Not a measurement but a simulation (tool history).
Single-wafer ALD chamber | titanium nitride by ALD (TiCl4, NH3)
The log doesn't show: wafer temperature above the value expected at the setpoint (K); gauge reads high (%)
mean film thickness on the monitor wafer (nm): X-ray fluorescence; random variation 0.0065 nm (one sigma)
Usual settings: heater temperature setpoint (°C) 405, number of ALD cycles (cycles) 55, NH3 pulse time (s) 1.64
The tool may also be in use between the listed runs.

| run | hour | heater temperature setpoint (°C) | number of ALD cycles (cycles) | NH3 pulse time (s) | wafers since the last listed run | hours since the last thermocouple change | hours since the showerhead was replaced | hours since the gauge calibration | read-back reference wafer on the same gauge, thickness_nm | mean film thickness on the monitor wafer (nm) |
|---|---|---|---|---|---|---|---|---|---|---|
| 1 | 0.0 | 405 | 55 | 1.64 | 0 | 611.2 | 4396.6 | 1283.1 | 1.305 | 1.136 |
| 2 | 42.8 | 405 | 55 | 1.64 | 253 | 654.0 | 4439.4 | 1325.9 | 1.304 | 1.139 |
| 3 | 134.1 | 405 | 55 | 1.64 | 540 | 745.3 | 4530.7 | 1417.2 | 1.302 | 1.124 |
| 4 | 219.3 | 405 | 55 | 1.30 | 504 | 830.5 | 4615.9 | 1502.4 | 1.302 | 1.099 |
| 5 | 325.4 | 405 | 55 | 1.64 | 627 | 936.6 | 4722.0 | 1608.5 | 1.298 | 1.127 |
| 6 | 425.8 | 405 | 55 | 1.64 | 594 | 1037.0 | 4822.4 | 1708.9 | 1.296 | 1.132 |
| 7 | 463.7 | 405 | 55 | 1.64 | 224 | 1074.9 | 4860.3 | 1746.8 | 1.296 | 1.119 |
| 8 | 504.0 | 402 | 55 | 1.64 | 238 | 1115.2 | 4900.6 | 1787.1 | 1.296 | 1.127 |
| 9 | 560.9 | 402 | 55 | 1.64 | 336 | 1172.1 | 4957.5 | 1844.0 | 1.293 | 1.122 |
|  | 609.2 | gauge calibrated |
| 10 | 618.4 | 400 | 55 | 1.64 | 340 | 1229.6 | 5015.0 | 9.2 | 1.327 | 1.136 |
| 11 | 681.0 | 400 | 55 | 1.64 | 370 | 1292.2 | 5077.6 | 71.8 | 1.325 | 1.143 |
| 12 | 734.1 | 405 | 55 | 1.64 | 314 | 1345.3 | 5130.7 | 124.9 | 1.324 | 1.139 |
| 13 | 812.5 | 405 | 50 | 2.22 | 463 | 1423.7 | 5209.1 | 203.3 | 1.322 | 1.064 |
| 14 | 850.8 | 405 | 55 | 1.64 | 226 | 1462.0 | 5247.4 | 241.6 | 1.321 | 1.148 |
| 15 | 943.2 | 405 | 55 | 1.64 | 546 | 1554.4 | 5339.8 | 334.0 | 1.320 | 1.129 |
|  | 995.3 | thermocouple changed; heater temperature recalibrated |
| 16 | 1019.9 | 393 | 55 | 1.64 | 406 | 24.6 | 5416.5 | 410.7 | 1.320 | 1.127 |
| 17 | 1103.1 | 411 | 55 | 2.00 | 492 | 107.8 | 5499.7 | 493.9 | 1.317 | 1.139 |
| 18 | 1266.7 | 399 | 55 | 2.28 | 968 | 271.4 | 5663.3 | 657.5 | 1.315 | 1.156 |
|  | 1375.0 | showerhead replaced |
| 19 | 1375.5 | 405 | 55 | 1.64 | 596 | 380.2 | 0.5 | 766.3 | 1.311 | 1.133 |
| 20 | 1439.4 | 405 | 55 | 1.64 | 378 | 444.1 | 64.4 | 830.2 | 1.313 | 1.136 |
| 21 | 1517.9 | 401 | 47 | 1.99 | 464 | 522.6 | 142.9 | 908.7 | 1.309 | 0.982 |
| 22 | 1602.7 | 414 | 48 | 1.45 | 501 | 607.4 | 227.7 | 993.5 | 1.309 | 0.990 |
| 23 | 1705.3 | 405 | 55 | 1.64 | 607 | 710.0 | 330.3 | 1096.1 | 1.307 | 1.125 |
| 24 | 1770.5 | 392 | 52 | 1.64 | 385 | 775.2 | 395.5 | 1161.3 | 1.305 | 1.052 |
| 25 | 1842.4 | 415 | 58 | 1.64 | 425 | 847.1 | 467.4 | 1233.2 | 1.304 | 1.189 |

Forecast each of these 5 alternatives for the next run:
| A | 1842.9 | 405 | 55 | 2.09 | 2 | 847.6 | 467.9 | 1233.7 | ? | ? |
| B | 1842.9 | 405 | 55 | 1.98 | 2 | 847.6 | 467.9 | 1233.7 | ? | ? |
| C | 1842.9 | 398 | 64 | 2.02 | 2 | 847.6 | 467.9 | 1233.7 | ? | ? |
| D | 1842.9 | 395 | 55 | 1.14 | 2 | 847.6 | 467.9 | 1233.7 | ? | ? |
| E | 1842.9 | 411 | 44 | 1.07 | 2 | 847.6 | 467.9 | 1233.7 | ? | ? |

| run | read-back reference wafer on the same gauge, thickness_nm | mean film thickness on the monitor wafer (nm) |
|---|---|---|
| A | 1.304 | 1.152 |
| B | 1.304 | 1.150 |
| C | 1.304 | 1.333 |
| D | 1.304 | 1.100 |
| E | 1.304 | 0.893 |
Without the tool's hidden state the same runs would have given:
| run | mean film thickness on the monitor wafer (nm) |
|---|---|
| A | 1.175 |
| B | 1.173 |
| C | 1.360 |
| D | 1.122 |
| E | 0.911 |
